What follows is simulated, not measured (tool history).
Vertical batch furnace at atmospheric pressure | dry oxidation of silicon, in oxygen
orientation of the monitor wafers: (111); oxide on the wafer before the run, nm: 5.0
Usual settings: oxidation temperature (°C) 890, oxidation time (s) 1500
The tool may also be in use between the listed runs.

run   hour  oxidation temperature (°C)  oxidation time (s)  read-back reference wafer on the same gauge, thickness  oxide thickness on the monitor wafer (nm)
  1    0.0                         890                1500                                                   13.00                                      15.06
  2   28.6                         890                1500                                                   13.00                                      15.03
  3   48.9                         890                1500                                                   12.99                                      15.04
  4   77.1                         890                1500                                                   13.01                                      14.99
     117.1  -- thermocouples replaced and temperature profile calibrated
  5  117.6                         890                1500                                                   13.01                                      14.98
  6  131.6                         890                1500                                                   13.01                                      14.98
  7  147.4                         890                1500                                                   13.00                                      15.00
  8  182.7                         890                1500                                                   13.00                                      15.00
  9  196.6                         890                1500                                                   13.00                                      15.02
 10  225.6                         902                2070                                                   13.01                                      20.06
     248.0  -- gauge calibrated
 11  248.3                         907                1800                                                   13.00                                      19.28
     277.2  -- boat lift adjusted
 12  277.7                         876                 930                                                   13.00                                      10.72
 13  290.9                         913                1830                                                   13.00                                      21.26
 14  323.6                         913                1800                                                   13.00                                      21.01
 15  346.3                         914                1080                                                   12.99                                      15.72
 16  377.3                         890                1500                                                   13.00                                      15.45

Forecast each of these 5 alternatives for the next run:
  A  381.1                         890                1500                                                       ?                                          ?
  B  381.1                         868                1710                                                       ?                                          ?
  C  381.1                         890                1830                                                       ?                                          ?
  D  381.1                         884                1890                                                       ?                                          ?
  E  381.1                         890                 780                                                       ?                                          ?

run  read-back reference wafer on the same gauge, thickness  oxide thickness on the monitor wafer (nm)
  A                                                   13.00                                      15.50
  B                                                   13.00                                      13.80
  C                                                   13.00                                      17.40
  D                                                   13.00                                      16.81
  E                                                   13.00                                      10.96
Without the tool's hidden state the same runs would have given:
run  oxide thickness on the monitor wafer (nm)
  A                                      15.54
  B                                      13.84
  C                                      17.44
  D                                      16.85
  E                                      10.98
